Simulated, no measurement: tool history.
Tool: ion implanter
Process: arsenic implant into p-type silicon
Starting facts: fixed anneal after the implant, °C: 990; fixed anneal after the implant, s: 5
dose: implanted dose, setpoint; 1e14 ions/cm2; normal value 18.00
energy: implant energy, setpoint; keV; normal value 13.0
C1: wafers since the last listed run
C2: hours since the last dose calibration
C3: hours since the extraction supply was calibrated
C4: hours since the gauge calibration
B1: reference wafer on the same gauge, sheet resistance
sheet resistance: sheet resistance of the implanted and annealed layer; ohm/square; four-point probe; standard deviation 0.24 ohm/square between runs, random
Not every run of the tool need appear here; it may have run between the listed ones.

run 1 hour=0.0 | dose=14.80 energy=13.0 | C1=0 C2=711.9 C3=5711.5 C4=14.6 | B1=182.05 | sheet_resistance=166.60
run 2 hour=34.8 | dose=14.80 energy=13.0 | C1=635 C2=746.7 C3=5746.3 C4=49.4 | B1=181.93 | sheet_resistance=166.48
run 3 hour=66.3 | dose=18.00 energy=11.5 | C1=575 C2=778.2 C3=5777.8 C4=80.9 | B1=182.00 | sheet_resistance=170.19
run 4 hour=90.6 | dose=18.00 energy=11.5 | C1=443 C2=802.5 C3=5802.1 C4=105.2 | B1=181.97 | sheet_resistance=170.23
run 5 hour=123.5 | dose=18.00 energy=12.0 | C1=600 C2=835.4 C3=5835.0 C4=138.1 | B1=181.99 | sheet_resistance=167.59
run 6 hour=191.9 | dose=18.00 energy=12.0 | C1=1249 C2=903.8 C3=5903.4 C4=206.5 | B1=181.93 | sheet_resistance=167.52
run 7 hour=213.8 | dose=18.00 energy=12.0 | C1=399 C2=925.7 C3=5925.3 C4=228.4 | B1=182.05 | sheet_resistance=167.48
run 8 hour=239.5 | dose=18.00 energy=13.0 | C1=469 C2=951.4 C3=5951.0 C4=254.1 | B1=181.98 | sheet_resistance=162.35
-- hour=264.7 Faraday cup replaced and dose calibrated
run 9 hour=269.2 | dose=18.00 energy=13.0 | C1=396 C2=4.5 C3=5980.7 C4=283.8 | B1=181.98 | sheet_resistance=162.90
run 10 hour=295.0 | dose=18.00 energy=13.0 | C1=471 C2=30.3 C3=6006.5 C4=309.6 | B1=182.02 | sheet_resistance=162.68
run 11 hour=325.2 | dose=18.00 energy=13.0 | C1=551 C2=60.5 C3=6036.7 C4=339.8 | B1=182.01 | sheet_resistance=162.69
run 12 hour=360.9 | dose=18.00 energy=13.0 | C1=651 C2=96.2 C3=6072.4 C4=375.5 | B1=181.99 | sheet_resistance=162.59
-- hour=374.4 extraction supply calibrated
-- hour=376.2 Faraday cup replaced and dose calibrated, repeated, since the last time left the tool worse
run 13 hour=383.5 | dose=18.00 energy=12.0 | C1=234 C2=7.3 C3=9.1 C4=398.1 | B1=181.93 | sheet_resistance=167.07
run 14 hour=414.6 | dose=18.00 energy=16.0 | C1=567 C2=38.4 C3=40.2 C4=429.2 | B1=182.04 | sheet_resistance=148.07
run 15 hour=463.4 | dose=18.00 energy=12.0 | C1=891 C2=87.2 C3=89.0 C4=478.0 | B1=182.03 | sheet_resistance=166.51
run 16 hour=480.1 | dose=13.65 energy=8.5 | C1=304 C2=103.9 C3=105.7 C4=494.7 | B1=182.06 | sheet_resistance=194.78
run 17 hour=500.1 | dose=22.80 energy=9.5 | C1=365 C2=123.9 C3=125.7 C4=514.7 | B1=182.03 | sheet_resistance=175.47
-- hour=512.2 gauge calibrated
run 18 hour=530.9 | dose=22.80 energy=9.5 | C1=562 C2=154.7 C3=156.5 C4=18.7 | B1=182.08 | sheet_resistance=175.58
run 19 hour=560.7 | dose=18.00 energy=13.0 | C1=544 C2=184.5 C3=186.3 C4=48.5 | B1=181.98 | sheet_resistance=161.57
run 20 hour=590.4 | dose=18.00 energy=11.5 | C1=542 C2=214.2 C3=216.0 C4=78.2 | B1=181.95 | sheet_resistance=169.20

For run 21, what comes out?
run 21 hour=624.2 | dose=14.87 energy=12.0 | C1=617 C2=248.0 C3=249.8 C4=112.0 | B1=? | sheet_resistance=?

{"run 21": {"B1": 182.08, "sheet resistance": 170.64}}
Minus the tool's unlogged condition, the same run would have read sheet resistance 170.54 ohm/square.
